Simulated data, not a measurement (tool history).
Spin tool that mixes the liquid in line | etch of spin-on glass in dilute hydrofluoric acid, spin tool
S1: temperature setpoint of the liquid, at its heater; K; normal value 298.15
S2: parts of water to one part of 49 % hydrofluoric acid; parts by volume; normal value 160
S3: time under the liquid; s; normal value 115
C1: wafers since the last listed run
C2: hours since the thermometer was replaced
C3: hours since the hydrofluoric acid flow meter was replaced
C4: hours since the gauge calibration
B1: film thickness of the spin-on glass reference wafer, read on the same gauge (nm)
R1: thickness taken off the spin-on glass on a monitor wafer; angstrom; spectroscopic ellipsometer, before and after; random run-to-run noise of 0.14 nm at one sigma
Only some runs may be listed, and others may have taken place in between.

{"run": 1, "hour": 0.0, "S1": 298.15, "S2": 100, "S3": 80, "C1": 0, "C2": 540.2, "C3": 1709.2, "C4": 185.5, "B1": 79.98, "R1": 343}
{"run": 2, "hour": 6.1, "S1": 298.15, "S2": 220, "S3": 130, "C1": 72, "C2": 546.3, "C3": 1715.3, "C4": 191.6, "B1": 79.96, "R1": 219.9}
{"run": 3, "hour": 15.7, "S1": 298.15, "S2": 160, "S3": 115, "C1": 113, "C2": 555.9, "C3": 1724.9, "C4": 201.2, "B1": 80.05, "R1": 287.8}
{"run": 4, "hour": 26.0, "S1": 298.15, "S2": 160, "S3": 115, "C1": 121, "C2": 566.2, "C3": 1735.2, "C4": 211.5, "B1": 80, "R1": 285.8}
{"run": 5, "hour": 41.3, "S1": 298.15, "S2": 160, "S3": 115, "C1": 180, "C2": 581.5, "C3": 1750.5, "C4": 226.8, "B1": 79.99, "R1": 285.5}
{"run": 6, "hour": 58.8, "S1": 298.15, "S2": 160, "S3": 115, "C1": 206, "C2": 599, "C3": 1768, "C4": 244.3, "B1": 80.01, "R1": 284.8}
{"run": 7, "hour": 66.6, "S1": 298.15, "S2": 160, "S3": 115, "C1": 92, "C2": 606.8, "C3": 1775.8, "C4": 252.1, "B1": 79.99, "R1": 285.8}
{"run": 8, "hour": 77.6, "S1": 298.15, "S2": 160, "S3": 115, "C1": 129, "C2": 617.8, "C3": 1786.8, "C4": 263.1, "B1": 79.95, "R1": 285.9}
{"run": 9, "hour": 95.5, "S1": 298.15, "S2": 160, "S3": 85, "C1": 211, "C2": 635.7, "C3": 1804.7, "C4": 281, "B1": 79.95, "R1": 210.1}
{"run": 10, "hour": 105.3, "S1": 298.15, "S2": 160, "S3": 85, "C1": 115, "C2": 645.5, "C3": 1814.5, "C4": 290.8, "B1": 80.02, "R1": 209.1}
{"hour": 145.0, "done": "hydrofluoric acid flow meter replaced"}
{"run": 11, "hour": 155.2, "S1": 298.15, "S2": 160, "S3": 85, "C1": 577, "C2": 695.4, "C3": 10.2, "C4": 340.7, "B1": 79.99, "R1": 209.5}
{"run": 12, "hour": 170.6, "S1": 298.15, "S2": 160, "S3": 115, "C1": 181, "C2": 710.8, "C3": 25.6, "C4": 356.1, "B1": 80.01, "R1": 282.4}
{"hour": 182.7, "done": "gauge calibrated"}
{"run": 13, "hour": 184.0, "S1": 298.15, "S2": 160, "S3": 115, "C1": 158, "C2": 724.2, "C3": 39, "C4": 1.3, "B1": 79.97, "R1": 279.3}
{"run": 14, "hour": 193.2, "S1": 298.15, "S2": 115, "S3": 115, "C1": 108, "C2": 733.4, "C3": 48.2, "C4": 10.5, "B1": 80.06, "R1": 411.6}
{"run": 15, "hour": 206.0, "S1": 298.15, "S2": 210, "S3": 115, "C1": 151, "C2": 746.2, "C3": 61, "C4": 23.3, "B1": 79.98, "R1": 202.7}
{"run": 16, "hour": 213.4, "S1": 296.15, "S2": 215, "S3": 115, "C1": 87, "C2": 753.6, "C3": 68.4, "C4": 30.7, "B1": 80.03, "R1": 183.1}
{"run": 17, "hour": 221.9, "S1": 298.15, "S2": 160, "S3": 85, "C1": 100, "C2": 762.1, "C3": 76.9, "C4": 39.2, "B1": 80.01, "R1": 206.6}
{"run": 18, "hour": 232.0, "S1": 294.65, "S2": 160, "S3": 90, "C1": 119, "C2": 772.2, "C3": 87, "C4": 49.3, "B1": 79.99, "R1": 192}
{"run": 19, "hour": 239.8, "S1": 294.15, "S2": 225, "S3": 170, "C1": 92, "C2": 780, "C3": 94.8, "C4": 57.1, "B1": 79.98, "R1": 236.4}
{"run": 20, "hour": 252.9, "S1": 298.15, "S2": 160, "S3": 115, "C1": 154, "C2": 793.1, "C3": 107.9, "C4": 70.2, "B1": 80.02, "R1": 278.6}
{"hour": 256.2, "done": "thermometer replaced"}
{"run": 21, "hour": 259.9, "S1": 300.65, "S2": 220, "S3": 115, "C1": 70, "C2": 3.7, "C3": 114.9, "C4": 77.2, "B1": 80.01, "R1": 230.3}
{"run": 22, "hour": 277.3, "S1": 298.15, "S2": 160, "S3": 115, "C1": 205, "C2": 21.1, "C3": 132.3, "C4": 94.6, "B1": 80.04, "R1": 306}
{"run": 23, "hour": 301.9, "S1": 298.15, "S2": 90, "S3": 70, "C1": 290, "C2": 45.7, "C3": 156.9, "C4": 119.2, "B1": 79.97, "R1": 361.7}
{"run": 24, "hour": 318.7, "S1": 300.15, "S2": 160, "S3": 65, "C1": 198, "C2": 62.5, "C3": 173.7, "C4": 136, "B1": 80.01, "R1": 185.3}
{"run": 25, "hour": 332.9, "S1": 302.65, "S2": 135, "S3": 150, "C1": 167, "C2": 76.7, "C3": 187.9, "C4": 150.2, "B1": 80.05, "R1": 571.6}
{"run": 26, "hour": 358.0, "S1": 298.15, "S2": 110, "S3": 115, "C1": 296, "C2": 101.8, "C3": 213, "C4": 175.3, "B1": 79.99, "R1": 470.1}
{"run": 27, "hour": 369.7, "S1": 298.15, "S2": 235, "S3": 115, "C1": 138, "C2": 113.5, "C3": 224.7, "C4": 187, "B1": 79.98, "R1": 190.4}
{"run": 28, "hour": 382.4, "S1": 298.15, "S2": 160, "S3": 80, "C1": 149, "C2": 126.2, "C3": 237.4, "C4": 199.7, "B1": 79.97, "R1": 211.1}
{"run": 29, "hour": 390.4, "S1": 298.15, "S2": 140, "S3": 150, "C1": 94, "C2": 134.2, "C3": 245.4, "C4": 207.7, "B1": 80.06, "R1": 463.1}

Hidden condition of the tool, last listed run before each entry between runs versus first listed run after:
Run 10 -> run 11: hydrofluoric acid flow meter replaced (hour 145)
  liquid colder than its thermometer reads (K): 2.15 -> 2.31
  measured minus no-state result, R1: -17.8 -> -19.2 angstrom
Run 12 -> run 13: gauge calibrated (hour 182.7)
  liquid colder than its thermometer reads (K): 2.36 -> 2.4
  measured minus no-state result, R1: -26.5 -> -26.8 angstrom
Run 20 -> run 21: thermometer replaced (hour 256.2)
  liquid colder than its thermometer reads (K): 2.62 -> 0.0328
  measured minus no-state result, R1: -29.3 -> -0.2 angstrom
